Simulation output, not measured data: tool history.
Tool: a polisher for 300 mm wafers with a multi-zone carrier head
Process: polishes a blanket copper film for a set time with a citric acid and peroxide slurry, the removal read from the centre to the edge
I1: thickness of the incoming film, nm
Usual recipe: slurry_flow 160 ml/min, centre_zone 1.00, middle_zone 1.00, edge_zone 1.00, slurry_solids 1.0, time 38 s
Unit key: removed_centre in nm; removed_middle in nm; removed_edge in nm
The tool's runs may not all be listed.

Run 1, hour 0.0: usual settings; I1 856.7. Result: removed_centre 103.7 nm, removed_middle 104.6 nm, removed_edge 104.5 nm.
Run 2, hour 37.1: usual settings; I1 843.6. Result: removed_centre 105.8 nm, removed_middle 105.0 nm, removed_edge 102.5 nm.
Run 3, hour 84.6: usual settings; I1 844.9. Result: removed_centre 106.8 nm, removed_middle 105.7 nm, removed_edge 104.3 nm.
At hour 142.3: slurry nozzle cleaned.
Run 4, hour 143.9: usual settings but middle_zone 0.91; I1 865.8. Result: removed_centre 105.9 nm, removed_middle 99.4 nm, removed_edge 105.3 nm.
Run 5, hour 212.3: usual settings but slurry_flow 200 ml/min, edge_zone 0.96; I1 857.4. Result: removed_centre 110.6 nm, removed_middle 111.1 nm, removed_edge 105.6 nm.
Run 6, hour 303.5: usual settings but time 42 s; I1 841.0. Result: removed_centre 115.8 nm, removed_middle 118.0 nm, removed_edge 113.9 nm.
At hour 315.3: carrier head's membrane replaced by a new one.
At hour 329.9: worn pad replaced by a new one.
Run 7, hour 387.9: usual settings but slurry_flow 200 ml/min, edge_zone 0.96; I1 846.3. Result: removed_centre 108.5 nm, removed_middle 110.6 nm, removed_edge 103.6 nm.
Run 8, hour 491.4: usual settings but centre_zone 1.06; I1 846.0. Result: removed_centre 110.2 nm, removed_middle 103.9 nm, removed_edge 103.9 nm.
Run 9, hour 531.6: usual settings but edge_zone 0.90, slurry_solids 0.8, time 45 s; I1 870.7. Result: removed_centre 119.9 nm, removed_middle 119.1 nm, removed_edge 109.2 nm.
Run 10, hour 591.9: usual settings; I1 855.0. Result: removed_centre 104.1 nm, removed_middle 104.1 nm, removed_edge 102.4 nm.
Run 11, hour 628.7: usual settings but middle_zone 1.12, slurry_solids 1.2, time 50 s; I1 852.7. Result: removed_centre 143.0 nm, removed_middle 149.1 nm, removed_edge 142.1 nm.
At hour 662.0: edge zone pressure recalibrated.
At hour 668.4: slurry nozzle cleaned.
Run 12, hour 698.3: usual settings; I1 863.9. Result: removed_centre 104.9 nm, removed_middle 104.3 nm, removed_edge 100.4 nm.
Run 13, hour 789.1: usual settings but slurry_flow 120 ml/min; I1 844.7. Result: removed_centre 98.5 nm, removed_middle 98.1 nm, removed_edge 100.1 nm.
At hour 799.8: worn pad replaced by a new one.
Run 14, hour 966.3: usual settings; I1 853.6. Result: removed_centre 105.9 nm, removed_middle 104.6 nm, removed_edge 103.1 nm.
Run 15, hour 1007.8: usual settings but slurry_flow 190 ml/min; I1 874.8. Result: removed_centre 108.7 nm, removed_middle 109.0 nm, removed_edge 106.7 nm.
At hour 1014.5: centre zone pressure recalibrated.
Run 16, hour 1064.9: usual settings but slurry_flow 140 ml/min, time 49 s; I1 850.5. Result: removed_centre 131.6 nm, removed_middle 131.7 nm, removed_edge 126.4 nm.
Run 17, hour 1137.4: usual settings but slurry_flow 200 ml/min, edge_zone 0.96; I1 857.7. Result: removed_centre 109.2 nm, removed_middle 110.4 nm, removed_edge 107.8 nm.
Run 18, hour 1197.9: usual settings but edge_zone 0.92; I1 852.5. Result: removed_centre 105.5 nm, removed_middle 106.6 nm, removed_edge 102.6 nm.
Run 19, hour 1264.5: usual settings but slurry_flow 115 ml/min, centre_zone 1.11, time 43 s; I1 854.7. Result: removed_centre 121.2 nm, removed_middle 108.9 nm, removed_edge 111.4 nm.
At hour 1277.8: slurry nozzle cleaned.
Run 20, hour 1325.5: usual settings but centre_zone 0.94; I1 851.4. Result: removed_centre 99.7 nm, removed_middle 104.1 nm, removed_edge 104.3 nm.
At hour 1347.9: worn pad replaced by a new one.
Run 21, hour 1374.1: usual settings but slurry_flow 105 ml/min, middle_zone 0.92; I1 864.8. Result: removed_centre 93.1 nm, removed_middle 91.5 nm, removed_edge 97.6 nm.

Run 22 is up next; what results do you expect?
At hour 1477.5: edge zone pressure recalibrated.
Run 22, hour 1478.2: usual settings; I1 876.4. Result: removed_centre ?, removed_middle ?, removed_edge ?.

{"run 22": {"removed_centre": 105.8, "removed_middle": 105.1, "removed_edge": 105.6}}
Were there no unlogged condition in the tool, this run, its random variation unchanged, would have produced removed_centre 105.8 nm, removed_middle 105.1 nm, removed_edge 105.6 nm.

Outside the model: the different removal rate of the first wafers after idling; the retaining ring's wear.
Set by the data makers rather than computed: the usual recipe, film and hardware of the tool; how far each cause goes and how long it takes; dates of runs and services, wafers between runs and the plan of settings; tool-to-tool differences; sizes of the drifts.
